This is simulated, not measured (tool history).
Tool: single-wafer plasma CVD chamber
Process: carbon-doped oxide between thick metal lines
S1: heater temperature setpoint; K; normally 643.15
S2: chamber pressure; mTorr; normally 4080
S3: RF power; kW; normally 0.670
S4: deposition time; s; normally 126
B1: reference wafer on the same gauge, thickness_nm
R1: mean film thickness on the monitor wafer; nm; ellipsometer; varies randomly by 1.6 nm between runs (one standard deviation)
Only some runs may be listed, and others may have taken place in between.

Run 1, hour 0.0: usual settings; B1 793.881. Result: R1 688.461 nm.
Run 2, hour 51.1: usual settings; B1 794.559. Result: R1 690.393 nm.
At hour 106.6: RF generator calibrated.
Run 3, hour 111.3: usual settings; B1 794.081. Result: R1 687.486 nm.
At hour 146.2: showerhead replaced.
Run 4, hour 183.0: usual settings; B1 793.293. Result: R1 686.316 nm.
Run 5, hour 228.9: usual settings; B1 793.763. Result: R1 686.715 nm.
At hour 263.0: capacitance manometer re-zeroed and calibrated.
At hour 280.7: thermocouple changed; heater temperature recalibrated.
Run 6, hour 300.4: usual settings; B1 793.961. Result: R1 702.322 nm.
Run 7, hour 358.7: usual settings; B1 793.761. Result: R1 701.046 nm.
Run 8, hour 389.3: usual settings; B1 794.557. Result: R1 700.055 nm.
At hour 396.8: gauge calibrated.
Run 9, hour 441.8: usual settings; B1 793.468. Result: R1 697.992 nm.
Run 10, hour 493.8: usual settings but S2 4460 mTorr, S4 113 s; B1 793.609. Result: R1 631.852 nm.
Run 11, hour 553.7: usual settings but S3 0.795 kW; B1 794.011. Result: R1 773.314 nm.
Run 12, hour 604.5: usual settings but S1 637.15 K, S3 0.585 kW; B1 793.914. Result: R1 639.307 nm.
Run 13, hour 649.8: usual settings but S3 0.760 kW; B1 794.059. Result: R1 751.124 nm.
Run 14, hour 691.2: usual settings but S3 0.760 kW; B1 794.126. Result: R1 752.669 nm.
Run 15, hour 734.4: usual settings but S1 648.15 K, S2 4960 mTorr; B1 794.083. Result: R1 702.766 nm.
Run 16, hour 779.1: usual settings but S3 0.715 kW, S4 118 s; B1 794.228. Result: R1 676.592 nm.
Run 17, hour 838.1: usual settings but S1 653.15 K, S3 0.780 kW, S4 109 s; B1 793.814. Result: R1 649.127 nm.
Run 18, hour 875.9: usual settings; B1 793.852. Result: R1 687.468 nm.
Run 19, hour 940.6: usual settings but S1 629.15 K, S2 4370 mTorr; B1 793.388. Result: R1 713.754 nm.
Run 20, hour 1013.3: usual settings but S1 653.15 K; B1 794.327. Result: R1 675.456 nm.
Run 21, hour 1066.2: usual settings but S3 0.595 kW; B1 794.190. Result: R1 632.625 nm.
Run 22, hour 1245.8: usual settings but S2 3430 mTorr, S3 0.625 kW, S4 142 s; B1 793.843. Result: R1 722.964 nm.
Run 23, hour 1270.6: usual settings but S2 5090 mTorr; B1 794.310. Result: R1 709.670 nm.
At hour 1288.6: thermocouple changed; heater temperature recalibrated.
Run 24, hour 1312.3: usual settings but S1 639.15 K, S3 0.575 kW; B1 794.096. Result: R1 629.586 nm.
At hour 1359.6: capacitance manometer re-zeroed and calibrated.
Run 25, hour 1360.1: usual settings; B1 794.210. Result: R1 700.983 nm.
Run 26, hour 1387.4: usual settings but S3 0.540 kW, S4 107 s; B1 793.845. Result: R1 513.303 nm.
Run 27, hour 1424.4: usual settings but S3 0.730 kW; B1 793.627. Result: R1 740.854 nm.
Run 28, hour 1481.0: usual settings but S1 653.15 K, S3 0.780 kW, S4 109 s; B1 793.846. Result: R1 652.364 nm.

State the hidden condition of the tool at each of the runs:
delivered RF power above the setpoint (%): 0 in every run
gauge reads high (%): 0 in every run
H1: wafer temperature above the value expected at the setpoint (K)
H2: true pressure above the setpoint (%)
run     H1      H2
  1   5.89    -7.6
  2   5.98    -7.7
  3   6.06   -7.79
  4   6.14   -7.89
  5   6.18   -7.95
  6   0.71  -0.143
  7   1.71   -1.16
  8   2.17   -1.63
  9   2.85   -2.37
 10   3.43   -3.02
 11   3.98   -3.67
 12   4.38   -4.15
 13   4.68   -4.53
 14   4.92   -4.85
 15   5.14   -5.15
 16   5.34   -5.42
 17   5.56   -5.74
 18   5.68   -5.93
 19   5.86    -6.2
 20   6.02   -6.47
 21   6.12   -6.63
 22   6.35   -7.05
 23   6.37    -7.1
 24  0.386   -7.17
 25   1.21  -0.124
 26   1.63  -0.663
 27   2.14   -1.34
 28   2.81   -2.26

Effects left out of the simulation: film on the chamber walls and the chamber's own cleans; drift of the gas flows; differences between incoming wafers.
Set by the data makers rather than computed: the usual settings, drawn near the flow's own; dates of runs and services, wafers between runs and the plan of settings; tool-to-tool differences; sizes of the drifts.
